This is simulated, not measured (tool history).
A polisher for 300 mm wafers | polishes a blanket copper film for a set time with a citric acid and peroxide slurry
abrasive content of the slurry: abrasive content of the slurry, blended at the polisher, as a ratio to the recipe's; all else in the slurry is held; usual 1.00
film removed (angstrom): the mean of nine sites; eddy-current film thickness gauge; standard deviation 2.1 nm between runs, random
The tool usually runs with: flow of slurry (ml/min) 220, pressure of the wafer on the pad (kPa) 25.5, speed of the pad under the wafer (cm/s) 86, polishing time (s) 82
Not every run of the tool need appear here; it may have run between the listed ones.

run     day  flow of slurry (ml/min)  pressure of the wafer on the pad (kPa)  speed of the pad under the wafer (cm/s)  abrasive content of the slurry  polishing time (s)  incoming thickness of the incoming film, nm  film removed (angstrom)
  1   0.000                      220                                    25.5                                       86                            1.00                  82                                       1219.3                     2192
  2   1.521                      220                                    25.5                                       86                            0.90                  70                                       1233.3                     1836
  3   4.008                      220                                    25.5                                       86                            1.00                  82                                       1235.0                     2167
  4   5.454                      220                                    25.5                                       86                            1.00                  82                                       1228.5                     2175
      8.458  -- worn pad replaced by a new one
  5   8.479                      220                                    25.5                                       86                            1.00                  82                                       1218.0                     2132
  6   9.483                      220                                    25.5                                       86                            1.00                  82                                       1237.7                     2203
     10.833  -- slurry blender recalibrated
  7  11.912                      220                                    25.5                                       86                            1.00                  82                                       1238.5                     2152
  8  14.425                      220                                    25.5                                       86                            1.00                  82                                       1225.2                     2171
  9  17.417                      220                                    25.5                                       86                            1.00                  82                                       1252.4                     2160
 10  19.979                      220                                    25.5                                       86                            1.00                  82                                       1222.9                     2196
     20.446  -- slurry nozzle cleaned
 11  21.071                      220                                    25.5                                       86                            1.00                  82                                       1223.3                     2153
 12  22.238                      220                                    25.5                                       62                            1.00                  58                                       1244.2                     1126
     22.858  -- worn pad replaced by a new one
 13  24.096                      220                                    22.8                                       86                            1.00                  82                                       1229.4                     1955
     26.675  -- slurry blender recalibrated
 14  26.688                      160                                    20.7                                      100                            1.00                  99                                       1243.7                     2507
     27.871  -- head pressure recalibrated
 15  28.117                      265                                    25.5                                       86                            1.15                  82                                       1256.4                     2296
 16  29.725                      220                                    25.5                                      100                            1.00                  63                                       1242.6                     1939
 17  32.067                      220                                    25.5                                       86                            1.00                  82                                       1255.4                     2223
 18  34.896                      160                                    25.5                                       86                            1.00                  82                                       1251.6                     2127
 19  35.979                      220                                    22.8                                       86                            1.10                  82                                       1257.5                     2022
     37.042  -- worn pad replaced by a new one
 20  37.717                      220                                    22.8                                       86                            1.00                  82                                       1234.0                     1966
     43.442  -- slurry blender recalibrated
 21  45.350                      220                                    25.5                                       96                            1.00                  90                                       1238.8                     2674
 22  47.171                      175                                    25.5                                       68                            1.00                  82                                       1262.0                     1716

What does the tool deliver on the next run?
     47.350  -- slurry nozzle cleaned
 23  48.533                      220                                    25.5                                       86                            1.00                  82                                       1250.9                        ?

film removed (angstrom): 2182
Were there no unlogged condition in the tool, this run, its random variation unchanged, would have produced film removed (angstrom) 2182.

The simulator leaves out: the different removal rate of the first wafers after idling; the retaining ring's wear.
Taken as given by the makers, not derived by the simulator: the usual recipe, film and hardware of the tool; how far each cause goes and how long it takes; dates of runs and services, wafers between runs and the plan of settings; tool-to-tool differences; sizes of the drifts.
